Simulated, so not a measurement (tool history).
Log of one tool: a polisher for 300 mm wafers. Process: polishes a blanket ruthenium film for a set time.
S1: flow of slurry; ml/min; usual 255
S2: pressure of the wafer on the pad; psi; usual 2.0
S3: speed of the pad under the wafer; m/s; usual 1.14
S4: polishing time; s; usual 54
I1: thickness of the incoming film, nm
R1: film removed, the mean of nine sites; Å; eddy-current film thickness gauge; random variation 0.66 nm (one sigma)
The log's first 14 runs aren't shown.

| run | hour | S1 | S2 | S3 | S4 | I1 | R1 |
|---|---|---|---|---|---|---|---|
| 15 | 909.5 | 255 | 2.0 | 1.14 | 54 | 577.1 | 741 |
| 16 | 966.2 | 255 | 2.0 | 1.14 | 54 | 571.5 | 737 |
|  | 991.3 | slurry nozzle cleaned |
| 17 | 1001.5 | 255 | 2.0 | 1.14 | 54 | 591.3 | 731 |
| 18 | 1041.6 | 230 | 2.0 | 1.14 | 54 | 583.9 | 742 |
| 19 | 1066.8 | 285 | 2.0 | 1.14 | 65 | 577.1 | 887 |
|  | 1080.4 | worn pad replaced by a new one |
| 20 | 1110.1 | 165 | 2.3 | 0.96 | 70 | 588.0 | 881 |
| 21 | 1140.8 | 255 | 2.6 | 1.14 | 49 | 574.2 | 861 |
|  | 1164.0 | head pressure recalibrated |
| 22 | 1171.4 | 200 | 2.0 | 1.30 | 38 | 582.1 | 578 |
| 23 | 1230.0 | 255 | 2.0 | 0.88 | 54 | 582.6 | 571 |
| 24 | 1259.0 | 280 | 2.0 | 1.48 | 54 | 575.4 | 962 |
| 25 | 1307.1 | 255 | 2.0 | 1.14 | 54 | 572.9 | 751 |
| 26 | 1373.6 | 335 | 2.0 | 1.14 | 69 | 579.4 | 962 |
|  | 1436.1 | slurry nozzle cleaned |
| 27 | 1437.4 | 185 | 2.0 | 1.14 | 54 | 592.0 | 713 |
| 28 | 1505.7 | 280 | 2.2 | 1.52 | 48 | 577.0 | 984 |
|  | 1535.2 | worn pad replaced by a new one |
| 29 | 1576.5 | 255 | 2.7 | 1.14 | 39 | 567.1 | 714 |
| 30 | 1604.9 | 255 | 2.0 | 1.14 | 54 | 582.3 | 733 |
| 31 | 1669.9 | 255 | 2.0 | 1.14 | 54 | 578.5 | 736 |
| 32 | 1721.1 | 255 | 1.3 | 1.14 | 54 | 578.5 | 478 |
| 33 | 1747.8 | 225 | 2.0 | 1.00 | 69 | 590.7 | 809 |
| 34 | 1775.0 | 255 | 2.0 | 1.14 | 54 | 576.9 | 741 |
|  | 1906.2 | slurry nozzle cleaned |
| 35 | 1955.4 | 255 | 2.0 | 1.14 | 54 | 584.2 | 731 |
|  | 1990.0 | worn pad replaced by a new one |
| 36 | 1999.4 | 175 | 1.6 | 1.14 | 54 | 578.7 | 563 |
| 37 | 2023.9 | 255 | 2.2 | 1.14 | 39 | 581.2 | 594 |
| 38 | 2056.0 | 225 | 2.0 | 1.14 | 66 | 582.6 | 884 |

Forecast each of these 3 alternatives for the next run:
| A | 2056.4 | 190 | 2.0 | 1.14 | 54 | 588.4 | ? |
| B | 2056.4 | 310 | 2.0 | 1.14 | 46 | 588.4 | ? |
| C | 2056.4 | 330 | 1.6 | 1.14 | 47 | 588.4 | ? |

| run | R1 |
|---|---|
| A | 713 |
| B | 639 |
| C | 525 |
Without the tool's hidden state the same runs would have given:
| run | R1 |
|---|---|
| A | 713 |
| B | 639 |
| C | 525 |
